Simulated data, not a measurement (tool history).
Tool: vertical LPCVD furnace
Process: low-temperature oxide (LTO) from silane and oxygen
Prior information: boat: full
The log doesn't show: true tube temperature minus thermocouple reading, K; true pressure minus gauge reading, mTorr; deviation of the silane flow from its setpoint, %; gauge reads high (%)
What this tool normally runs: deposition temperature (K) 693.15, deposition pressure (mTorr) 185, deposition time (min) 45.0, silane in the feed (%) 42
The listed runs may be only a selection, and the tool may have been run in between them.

run	hour	deposition temperature (K)	deposition pressure (mTorr)	deposition time (min)	silane in the feed (%)	wafers since the last listed run	hours since the last temperature calibration	hours since the pressure gauge was zeroed	hours since the silane flow controller was replaced	hours since the gauge calibration	read-back reference wafer on the same gauge, thickness	film thickness on the monitor wafer in the middle of the boat (angstrom)
1	0.0	686.15	185	53.0	42	0	2181.0	4296.0	6619.6	153.2	505.63	4905.1
2	13.6	686.15	185	53.0	42	167	2194.6	4309.6	6633.2	166.8	505.48	4907.0
3	20.9	686.15	185	53.0	42	89	2201.9	4316.9	6640.5	174.1	505.62	4908.9
4	33.9	693.15	185	34.0	42	160	2214.9	4329.9	6653.5	187.1	505.86	3383.1
5	49.5	693.15	185	34.0	42	192	2230.5	4345.5	6669.1	202.7	505.95	3392.4
6	63.5	699.15	185	45.0	42	172	2244.5	4359.5	6683.1	216.7	506.05	4746.1
7	70.7	693.15	185	45.0	42	88	2251.7	4366.7	6690.3	223.9	506.12	4484.2
8	82.7	693.15	185	45.0	42	147	2263.7	4378.7	6702.3	235.9	506.33	4489.9
9	96.9	693.15	185	45.0	42	174	2277.9	4392.9	6716.5	250.1	506.66	4476.0
10	145.5	693.15	185	45.0	42	598	2326.5	4441.5	6765.1	298.7	507.47	4486.8
11	154.3	693.15	185	45.0	42	108	2335.3	4450.3	6773.9	307.5	507.63	4497.7
# hour 180.3: silane flow controller replaced
# hour 188.6: gauge calibrated
12	206.3	693.15	185	39.5	48	344	2387.3	4502.3	26.0	17.7	505.13	4447.6
# hour 231.7: pressure gauge zeroed
# hour 241.4: thermocouples replaced and temperature profile calibrated
13	241.9	687.15	160	45.0	42	23	0.5	10.2	61.6	53.3	505.18	3632.3
14	245.5	693.15	185	45.0	42	44	4.1	13.8	65.2	56.9	505.19	4458.3
15	249.0	705.15	170	31.5	34	43	7.6	17.3	68.7	60.4	505.14	2538.7
16	252.6	693.15	170	35.5	42	44	11.2	20.9	72.3	64.0	505.04	3239.3
17	292.5	693.15	140	55.5	35	491	51.1	60.8	112.2	103.9	505.15	3365.2
18	319.3	693.15	185	45.0	42	330	77.9	87.6	139.0	130.7	505.56	4475.4

What if the next run were any one of these 5? Each begins from the tool's condition after run 18:
A	322.9	693.15	185	45.0	42	44	81.5	91.2	142.6	134.3	?	?
B	322.9	688.15	185	56.5	49	44	81.5	91.2	142.6	134.3	?	?
C	322.9	693.15	205	53.5	42	44	81.5	91.2	142.6	134.3	?	?
D	322.9	693.15	185	45.0	34	44	81.5	91.2	142.6	134.3	?	?
E	322.9	693.15	200	40.5	42	44	81.5	91.2	142.6	134.3	?	?

run	read-back reference wafer on the same gauge, thickness	film thickness on the monitor wafer in the middle of the boat (angstrom)
A	505.59	4470.3
B	505.59	6175.8
C	505.59	5889.2
D	505.59	3477.2
E	505.59	4349.5
Stripped of hidden state, with their random variation kept, the same runs would have yielded:
run	film thickness on the monitor wafer in the middle of the boat (angstrom)
A	4465.0
B	6168.5
C	5882.3
D	3473.1
E	4344.3
